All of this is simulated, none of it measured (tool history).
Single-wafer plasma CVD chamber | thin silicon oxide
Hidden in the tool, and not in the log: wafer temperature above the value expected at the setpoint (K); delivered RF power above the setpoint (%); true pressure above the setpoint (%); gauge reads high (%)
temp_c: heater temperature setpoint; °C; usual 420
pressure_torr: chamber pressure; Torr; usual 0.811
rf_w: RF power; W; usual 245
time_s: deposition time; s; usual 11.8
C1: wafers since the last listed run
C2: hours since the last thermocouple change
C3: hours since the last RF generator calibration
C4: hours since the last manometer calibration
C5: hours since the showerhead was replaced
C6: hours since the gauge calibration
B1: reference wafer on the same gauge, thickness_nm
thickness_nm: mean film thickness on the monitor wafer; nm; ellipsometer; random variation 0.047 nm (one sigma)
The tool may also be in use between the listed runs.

{"run": 1, "hour": 0.0, "temp_c": 420, "pressure_torr": 0.811, "rf_w": 245, "time_s": 11.8, "C1": 0, "C2": 1715.0, "C3": 1019.3, "C4": 2100.1, "C5": 4209.3, "C6": 359.7, "B1": 24.888, "thickness_nm": 23.916}
{"hour": 20.7, "done": "RF generator calibrated"}
{"run": 2, "hour": 21.2, "temp_c": 420, "pressure_torr": 0.811, "rf_w": 215, "time_s": 11.8, "C1": 230, "C2": 1736.2, "C3": 0.5, "C4": 2121.3, "C5": 4230.5, "C6": 380.9, "B1": 24.879, "thickness_nm": 22.272}
{"run": 3, "hour": 50.0, "temp_c": 420, "pressure_torr": 0.811, "rf_w": 215, "time_s": 11.8, "C1": 502, "C2": 1765.0, "C3": 29.3, "C4": 2150.1, "C5": 4259.3, "C6": 409.7, "B1": 24.928, "thickness_nm": 22.323}
{"run": 4, "hour": 59.1, "temp_c": 420, "pressure_torr": 0.811, "rf_w": 215, "time_s": 11.8, "C1": 158, "C2": 1774.1, "C3": 38.4, "C4": 2159.2, "C5": 4268.4, "C6": 418.8, "B1": 24.9, "thickness_nm": 22.273}
{"hour": 67.8, "done": "showerhead replaced"}
{"run": 5, "hour": 68.3, "temp_c": 420, "pressure_torr": 0.811, "rf_w": 245, "time_s": 11.8, "C1": 20, "C2": 1783.3, "C3": 47.6, "C4": 2168.4, "C5": 0.5, "C6": 428.0, "B1": 24.903, "thickness_nm": 23.899}
{"run": 6, "hour": 78.3, "temp_c": 420, "pressure_torr": 0.811, "rf_w": 245, "time_s": 11.8, "C1": 174, "C2": 1793.3, "C3": 57.6, "C4": 2178.4, "C5": 10.5, "C6": 438.0, "B1": 24.903, "thickness_nm": 23.977}
{"run": 7, "hour": 85.2, "temp_c": 420, "pressure_torr": 0.811, "rf_w": 245, "time_s": 11.8, "C1": 120, "C2": 1800.2, "C3": 64.5, "C4": 2185.3, "C5": 17.4, "C6": 444.9, "B1": 24.875, "thickness_nm": 23.802}
{"run": 8, "hour": 97.8, "temp_c": 420, "pressure_torr": 0.811, "rf_w": 245, "time_s": 11.8, "C1": 219, "C2": 1812.8, "C3": 77.1, "C4": 2197.9, "C5": 30.0, "C6": 457.5, "B1": 24.901, "thickness_nm": 23.864}
{"hour": 106.8, "done": "capacitance manometer re-zeroed and calibrated"}
{"hour": 112.0, "done": "gauge calibrated"}
{"run": 9, "hour": 113.8, "temp_c": 420, "pressure_torr": 0.811, "rf_w": 245, "time_s": 12.7, "C1": 139, "C2": 1828.8, "C3": 93.1, "C4": 7.0, "C5": 46.0, "C6": 1.8, "B1": 24.893, "thickness_nm": 24.895}
{"run": 10, "hour": 120.6, "temp_c": 420, "pressure_torr": 0.811, "rf_w": 245, "time_s": 11.8, "C1": 118, "C2": 1835.6, "C3": 99.9, "C4": 13.8, "C5": 52.8, "C6": 8.6, "B1": 24.908, "thickness_nm": 23.014}
{"run": 11, "hour": 128.3, "temp_c": 420, "pressure_torr": 0.811, "rf_w": 225, "time_s": 11.8, "C1": 134, "C2": 1843.3, "C3": 107.6, "C4": 21.5, "C5": 60.5, "C6": 16.3, "B1": 24.899, "thickness_nm": 22.047}
{"run": 12, "hour": 146.2, "temp_c": 420, "pressure_torr": 0.811, "rf_w": 290, "time_s": 11.8, "C1": 312, "C2": 1861.2, "C3": 125.5, "C4": 39.4, "C5": 78.4, "C6": 34.2, "B1": 24.894, "thickness_nm": 25.091}
{"run": 13, "hour": 152.5, "temp_c": 416, "pressure_torr": 0.973, "rf_w": 245, "time_s": 11.8, "C1": 109, "C2": 1867.5, "C3": 131.8, "C4": 45.7, "C5": 84.7, "C6": 40.5, "B1": 24.925, "thickness_nm": 25.343}
{"run": 14, "hour": 164.5, "temp_c": 420, "pressure_torr": 0.811, "rf_w": 245, "time_s": 11.8, "C1": 209, "C2": 1879.5, "C3": 143.8, "C4": 57.7, "C5": 96.7, "C6": 52.5, "B1": 24.903, "thickness_nm": 23.145}
{"run": 15, "hour": 178.4, "temp_c": 420, "pressure_torr": 0.811, "rf_w": 245, "time_s": 11.8, "C1": 242, "C2": 1893.4, "C3": 157.7, "C4": 71.6, "C5": 110.6, "C6": 66.4, "B1": 24.908, "thickness_nm": 23.104}
{"run": 16, "hour": 195.8, "temp_c": 426, "pressure_torr": 0.811, "rf_w": 245, "time_s": 11.8, "C1": 303, "C2": 1910.8, "C3": 175.1, "C4": 89.0, "C5": 128.0, "C6": 83.8, "B1": 24.885, "thickness_nm": 23.078}
{"hour": 206.5, "done": "thermocouple changed; heater temperature recalibrated"}
{"run": 17, "hour": 212.2, "temp_c": 420, "pressure_torr": 0.811, "rf_w": 210, "time_s": 11.8, "C1": 146, "C2": 5.7, "C3": 191.5, "C4": 105.4, "C5": 144.4, "C6": 100.2, "B1": 24.866, "thickness_nm": 21.262}
{"run": 18, "hour": 223.1, "temp_c": 429, "pressure_torr": 0.947, "rf_w": 245, "time_s": 10.2, "C1": 190, "C2": 16.6, "C3": 202.4, "C4": 116.3, "C5": 155.3, "C6": 111.1, "B1": 24.891, "thickness_nm": 21.491}
{"run": 19, "hour": 238.7, "temp_c": 420, "pressure_torr": 0.811, "rf_w": 245, "time_s": 11.8, "C1": 272, "C2": 32.2, "C3": 218.0, "C4": 131.9, "C5": 170.9, "C6": 126.7, "B1": 24.902, "thickness_nm": 23.067}
{"run": 20, "hour": 249.4, "temp_c": 425, "pressure_torr": 0.615, "rf_w": 205, "time_s": 11.8, "C1": 186, "C2": 42.9, "C3": 228.7, "C4": 142.6, "C5": 181.6, "C6": 137.4, "B1": 24.914, "thickness_nm": 18.111}
{"run": 21, "hour": 260.6, "temp_c": 420, "pressure_torr": 0.901, "rf_w": 285, "time_s": 11.8, "C1": 195, "C2": 54.1, "C3": 239.9, "C4": 153.8, "C5": 192.8, "C6": 148.6, "B1": 24.896, "thickness_nm": 26.314}
{"run": 22, "hour": 269.6, "temp_c": 432, "pressure_torr": 0.811, "rf_w": 245, "time_s": 10.5, "C1": 157, "C2": 63.1, "C3": 248.9, "C4": 162.8, "C5": 201.8, "C6": 157.6, "B1": 24.912, "thickness_nm": 20.416}
{"run": 23, "hour": 282.6, "temp_c": 420, "pressure_torr": 0.914, "rf_w": 245, "time_s": 11.8, "C1": 226, "C2": 76.1, "C3": 261.9, "C4": 175.8, "C5": 214.8, "C6": 170.6, "B1": 24.909, "thickness_nm": 24.565}
{"run": 24, "hour": 308.4, "temp_c": 409, "pressure_torr": 0.879, "rf_w": 245, "time_s": 10.6, "C1": 450, "C2": 101.9, "C3": 287.7, "C4": 201.6, "C5": 240.6, "C6": 196.4, "B1": 24.888, "thickness_nm": 21.808}
{"run": 25, "hour": 323.5, "temp_c": 420, "pressure_torr": 0.811, "rf_w": 245, "time_s": 10.7, "C1": 263, "C2": 117.0, "C3": 302.8, "C4": 216.7, "C5": 255.7, "C6": 211.5, "B1": 24.868, "thickness_nm": 20.973}
{"run": 26, "hour": 329.5, "temp_c": 420, "pressure_torr": 0.811, "rf_w": 245, "time_s": 11.8, "C1": 104, "C2": 123.0, "C3": 308.8, "C4": 222.7, "C5": 261.7, "C6": 217.5, "B1": 24.911, "thickness_nm": 23.178}

The next listed run, before its measurement:
{"run": 27, "hour": 346.3, "temp_c": 415, "pressure_torr": 0.754, "rf_w": 245, "time_s": 14.0, "C1": 293, "C2": 139.8, "C3": 325.6, "C4": 239.5, "C5": 278.5, "C6": 234.3, "B1": "?", "thickness_nm": "?"}

Run 27 gave B1 24.891, thickness_nm 26.447 nm.
Without the tool's hidden state the same run would have given thickness_nm 26.370 nm.
